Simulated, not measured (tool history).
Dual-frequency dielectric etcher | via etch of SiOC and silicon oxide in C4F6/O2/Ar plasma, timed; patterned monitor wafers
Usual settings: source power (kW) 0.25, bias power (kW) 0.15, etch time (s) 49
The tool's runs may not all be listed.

run	hour	source power (kW)	bias power (kW)	etch time (s)	read-back reference wafer on the same gauge, depth_nm	mean etch depth across the wafer (Å)
1	0	0.25	0.15	49	38.7	478.6
# hour 0.7: gauge calibrated
2	74.9	0.25	0.15	49	38.72	478.9
# hour 161.1: wet clean of the chamber
3	161.6	0.25	0.15	49	38.7	476.4
4	248.2	0.25	0.15	49	38.7	476.4
5	311.4	0.3	0.15	49	38.68	515.3
6	354.1	0.3	0.15	49	38.69	517.4
7	402.6	0.3	0.15	49	38.69	519.1
# hour 484.1: upper electrode replaced
8	484.6	0.25	0.15	49	38.7	482.4
# hour 534.2: wet clean of the chamber
9	546.4	0.25	0.15	49	38.7	477.1
10	635.1	0.27	0.132	41	38.71	390.7
# hour 675.8: gauge calibrated
11	737.9	0.25	0.15	55	38.67	540.5
# hour 791.8: source power generator calibrated
12	844.7	0.25	0.115	49	38.69	427.5
13	884.9	0.25	0.15	49	38.7	481.2
# hour 897.8: bias power generator calibrated
# hour 920.6: wet clean of the chamber
14	971.1	0.25	0.15	49	38.7	477.2

Forecast run 15:
15	1069.8	0.22	0.126	49	?	?

Run 15 gave read-back reference wafer on the same gauge, depth_nm 38.7, mean etch depth across the wafer (Å) 417.4.
Without the tool's hidden state the same run would have given mean etch depth across the wafer (Å) 415.8.

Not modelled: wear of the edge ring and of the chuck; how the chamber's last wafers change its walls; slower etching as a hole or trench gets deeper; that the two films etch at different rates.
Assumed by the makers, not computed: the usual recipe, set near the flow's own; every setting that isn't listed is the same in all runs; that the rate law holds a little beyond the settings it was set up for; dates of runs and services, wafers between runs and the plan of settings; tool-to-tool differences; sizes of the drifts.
